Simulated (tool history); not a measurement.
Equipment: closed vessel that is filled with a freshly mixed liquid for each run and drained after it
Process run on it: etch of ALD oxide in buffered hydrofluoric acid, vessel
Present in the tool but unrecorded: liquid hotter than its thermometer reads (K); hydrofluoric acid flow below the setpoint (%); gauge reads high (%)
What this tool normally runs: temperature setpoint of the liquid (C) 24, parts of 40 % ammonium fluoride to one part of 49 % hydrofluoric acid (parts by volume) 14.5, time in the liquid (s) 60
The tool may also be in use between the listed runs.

| run | hour | temperature setpoint of the liquid (C) | parts of 40 % ammonium fluoride to one part of 49 % hydrofluoric acid (parts by volume) | time in the liquid (s) | wafers since the last listed run | hours since the thermometer was replaced | hours since the hydrofluoric acid flow meter was replaced | hours since the gauge calibration | read-back film thickness of the ALD oxide reference wafer, read on the same gauge (nm) | thickness taken off the ALD oxide on a monitor wafer (Å) |
|---|---|---|---|---|---|---|---|---|---|---|
| 1 | 0 | 23 | 17.5 | 60 | 0 | 2545.1 | 1173.5 | 267 | 79.94 | 1186.5 |
| 2 | 9.4 | 27.5 | 14.5 | 60 | 1262 | 2554.5 | 1182.9 | 276.4 | 80.01 | 1795.8 |
| 3 | 26.4 | 24 | 17.5 | 60 | 2282 | 2571.5 | 1199.9 | 293.4 | 80.03 | 1240.6 |
| 4 | 32.5 | 24 | 17.5 | 60 | 818 | 2577.6 | 1206 | 299.5 | 79.99 | 1231.7 |
| 5 | 46.8 | 24 | 14.5 | 60 | 1919 | 2591.9 | 1220.3 | 313.8 | 79.97 | 1495.4 |
| 6 | 56.6 | 20.5 | 14.5 | 85 | 1315 | 2601.7 | 1230.1 | 323.6 | 80 | 1730.1 |
| 7 | 66 | 20.5 | 14.5 | 85 | 1262 | 2611.1 | 1239.5 | 333 | 80.02 | 1742.5 |
| 8 | 82.4 | 24 | 14.5 | 65 | 2201 | 2627.5 | 1255.9 | 349.4 | 80.01 | 1630.4 |
| 9 | 91.9 | 24 | 14.5 | 65 | 1275 | 2637 | 1265.4 | 358.9 | 80.01 | 1642.8 |
| 10 | 109.2 | 24 | 14.5 | 65 | 2322 | 2654.3 | 1282.7 | 376.2 | 80 | 1622.1 |
| 11 | 115.8 | 24 | 14.5 | 35 | 886 | 2660.9 | 1289.3 | 382.8 | 79.98 | 873.9 |
|  | 123.1 | hydrofluoric acid flow meter replaced |
| 12 | 127 | 22 | 17 | 95 | 1369 | 2672.1 | 3.9 | 394 | 80 | 1815.1 |
| 13 | 141.7 | 24 | 14.5 | 60 | 1973 | 2686.8 | 18.6 | 408.7 | 79.98 | 1495.9 |
| 14 | 150.6 | 26 | 16.5 | 90 | 1194 | 2695.7 | 27.5 | 417.6 | 79.98 | 2206.5 |
| 15 | 160.3 | 25.5 | 19.5 | 50 | 1302 | 2705.4 | 37.2 | 427.3 | 80.01 | 1009.6 |
| 16 | 176.7 | 22 | 16.5 | 60 | 2201 | 2721.8 | 53.6 | 443.7 | 80 | 1174.2 |
| 17 | 192.9 | 24 | 16.5 | 60 | 2174 | 2738 | 69.8 | 459.9 | 80.01 | 1307.3 |
| 18 | 208 | 21.5 | 18.5 | 60 | 2027 | 2753.1 | 84.9 | 475 | 80.05 | 1028 |
|  | 210.8 | thermometer replaced |
| 19 | 214.1 | 24 | 14.5 | 60 | 684 | 3.3 | 91 | 481.1 | 80.02 | 1496.4 |
| 20 | 234.8 | 24 | 14.5 | 60 | 2779 | 24 | 111.7 | 501.8 | 80 | 1520.6 |
| 21 | 252.1 | 24 | 14.5 | 60 | 2322 | 41.3 | 129 | 519.1 | 80.01 | 1511.9 |
| 22 | 265.4 | 24 | 14.5 | 60 | 1785 | 54.6 | 142.3 | 532.4 | 79.99 | 1486.9 |
|  | 267.1 | gauge calibrated |
| 23 | 278 | 24 | 17.5 | 60 | 1691 | 67.2 | 154.9 | 10.9 | 79.98 | 1241.2 |
| 24 | 296 | 26 | 10 | 80 | 2416 | 85.2 | 172.9 | 28.9 | 80.01 | 3185.5 |
| 25 | 304.1 | 24 | 10 | 30 | 1087 | 93.3 | 181 | 37 | 80.02 | 1076.3 |
| 26 | 318.9 | 28.5 | 9 | 75 | 1987 | 108.1 | 195.8 | 51.8 | 80.01 | 3658.1 |
| 27 | 331.2 | 24 | 14.5 | 60 | 1651 | 120.4 | 208.1 | 64.1 | 79.94 | 1479.7 |
| 28 | 374.9 | 27 | 14.5 | 35 | 5867 | 164.1 | 251.8 | 107.8 | 80.05 | 1039.2 |
| 29 | 391.8 | 20.5 | 10.5 | 30 | 2268 | 181 | 268.7 | 124.7 | 79.98 | 853.7 |
| 30 | 403.2 | 25.5 | 9.5 | 60 | 1530 | 192.4 | 280.1 | 136.1 | 79.98 | 2435.1 |
| 31 | 419.7 | 29 | 13 | 95 | 2215 | 208.9 | 296.6 | 152.6 | 80.02 | 3449 |
| 32 | 429 | 28 | 12.5 | 70 | 1248 | 218.2 | 305.9 | 161.9 | 80.03 | 2499.9 |
| 33 | 444.5 | 24 | 14.5 | 60 | 2080 | 233.7 | 321.4 | 177.4 | 79.99 | 1510.7 |

5 options for the next run, each taken on its own from the tool as it stands now. Forecast them:
| A | 445.2 | 24 | 14.5 | 60 | 93 | 234.4 | 322.1 | 178.1 | ? | ? |
| B | 445.2 | 22 | 8.5 | 70 | 93 | 234.4 | 322.1 | 178.1 | ? | ? |
| C | 445.2 | 27 | 10 | 30 | 93 | 234.4 | 322.1 | 178.1 | ? | ? |
| D | 445.2 | 24 | 13 | 90 | 93 | 234.4 | 322.1 | 178.1 | ? | ? |
| E | 445.2 | 27 | 14.5 | 60 | 93 | 234.4 | 322.1 | 178.1 | ? | ? |

| run | read-back film thickness of the ALD oxide reference wafer, read on the same gauge (nm) | thickness taken off the ALD oxide on a monitor wafer (Å) |
|---|---|---|
| A | 80.01 | 1501.9 |
| B | 80.01 | 2566.8 |
| C | 80.01 | 1269.6 |
| D | 80.01 | 2507.5 |
| E | 80.01 | 1766.5 |
Without the tool's hidden state the same runs would have given:
| run | thickness taken off the ALD oxide on a monitor wafer (Å) |
|---|---|
| A | 1501.9 |
| B | 2566.8 |
| C | 1269.6 |
| D | 2507.5 |
| E | 1766.5 |
